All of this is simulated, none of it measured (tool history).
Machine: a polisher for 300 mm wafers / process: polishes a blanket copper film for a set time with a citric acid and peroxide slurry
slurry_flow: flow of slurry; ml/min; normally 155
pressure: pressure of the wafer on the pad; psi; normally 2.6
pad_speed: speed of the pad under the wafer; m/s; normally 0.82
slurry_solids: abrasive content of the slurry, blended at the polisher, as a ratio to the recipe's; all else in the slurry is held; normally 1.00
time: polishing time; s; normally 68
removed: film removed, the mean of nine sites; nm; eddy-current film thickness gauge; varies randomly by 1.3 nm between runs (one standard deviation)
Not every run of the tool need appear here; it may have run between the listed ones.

run    hour  slurry_flow  pressure  pad_speed  slurry_solids  time  incoming thickness of the incoming film, nm  removed
  1     0.0          155       2.6       0.82           1.00    68                                        769.2    111.6
       20.0  -- slurry blender recalibrated
       30.3  -- slurry nozzle cleaned
  2   110.1          155       2.6       0.82           1.00    68                                        770.8    112.7
      123.2  -- worn pad replaced by a new one
  3   155.1          155       2.6       0.82           1.00    68                                        771.9    125.5
  4   226.1          155       2.6       0.82           1.00    68                                        768.4    123.5
  5   294.6          155       2.6       0.82           1.00    68                                        769.2    122.4
  6   348.7          155       2.6       0.82           1.00    68                                        774.0    119.0
      467.1  -- slurry blender recalibrated
  7   473.4          155       2.6       0.82           1.00    68                                        773.4    116.8
      512.1  -- slurry nozzle cleaned
  8   526.6          155       2.6       0.82           1.00    68                                        772.6    115.8
      555.2  -- worn pad replaced by a new one
  9   593.3          155       2.6       0.82           0.85    68                                        783.9    122.7
 10   648.4          155       2.0       0.82           1.00    68                                        755.7     96.8
 11   716.4          155       2.0       0.82           1.00    68                                        776.6     94.0
 12   782.2          155       2.6       0.74           1.00    53                                        759.2     88.9
 13   817.7          200       3.2       1.00           0.75    68                                        779.6    159.7
 14   886.7          155       3.4       0.70           0.75    75                                        778.4    143.8
      920.9  -- slurry blender recalibrated
 15  1020.9          155       2.6       0.72           1.00    68                                        759.1    109.9
     1034.1  -- slurry nozzle cleaned
     1062.4  -- worn pad replaced by a new one
 16  1070.8          125       3.1       0.58           0.90    68                                        767.6    120.0
 17  1124.4          125       3.1       0.82           1.00    91                                        771.6    192.2
 18  1196.1          105       3.4       0.82           1.10    68                                        771.7    151.0
     1304.0  -- head pressure recalibrated
 19  1364.2          155       2.6       0.82           1.00    49                                        774.3     81.8
     1377.0  -- slurry blender recalibrated
 20  1434.5          100       1.8       0.82           1.00    74                                        769.4     77.9
     1494.6  -- slurry nozzle cleaned
     1494.7  -- worn pad replaced by a new one
 21  1501.2          155       2.6       0.82           1.00    49                                        786.5     91.8
 22  1541.0          155       2.6       0.74           1.00    68                                        772.9    118.9
 23  1586.5          115       2.6       0.62           0.80    68                                        765.8     91.4
 24  1615.3          155       2.6       0.82           1.00    68                                        766.4    119.8
 25  1655.7          155       2.6       0.82           1.00    68                                        781.9    119.4
 26  1718.0          175       3.4       0.82           1.20    68                                        770.8    161.8
 27  1753.0          155       1.9       1.04           1.00    54                                        767.4     80.1
 28  1810.6          155       2.6       0.96           1.15    68                                        766.2    132.0
     1844.8  -- slurry blender recalibrated
     1981.1  -- worn pad replaced by a new one
     1999.5  -- slurry nozzle cleaned
 29  2024.3          155       1.7       0.82           1.00    68                                        783.1     85.0
 30  2062.9          155       2.6       0.82           1.00    68                                        760.7    128.3

4 ways to go on from here, each from the tool as it stands after run 30. What would each give?
  A  2063.3          155       2.6       0.82           1.00    68                                        758.6        ?
  B  2063.3          155       2.6       1.02           1.00    89                                        758.6        ?
  C  2063.3          155       2.6       0.58           1.00    77                                        758.6        ?
  D  2063.3          155       1.8       0.82           1.25    68                                        758.6        ?

run  removed
  A    127.1
  B    189.9
  C    119.4
  D     94.3
What these runs would have given with no unlogged condition in the tool:
run  removed
  A    123.7
  B    184.8
  C    116.3
  D     91.9
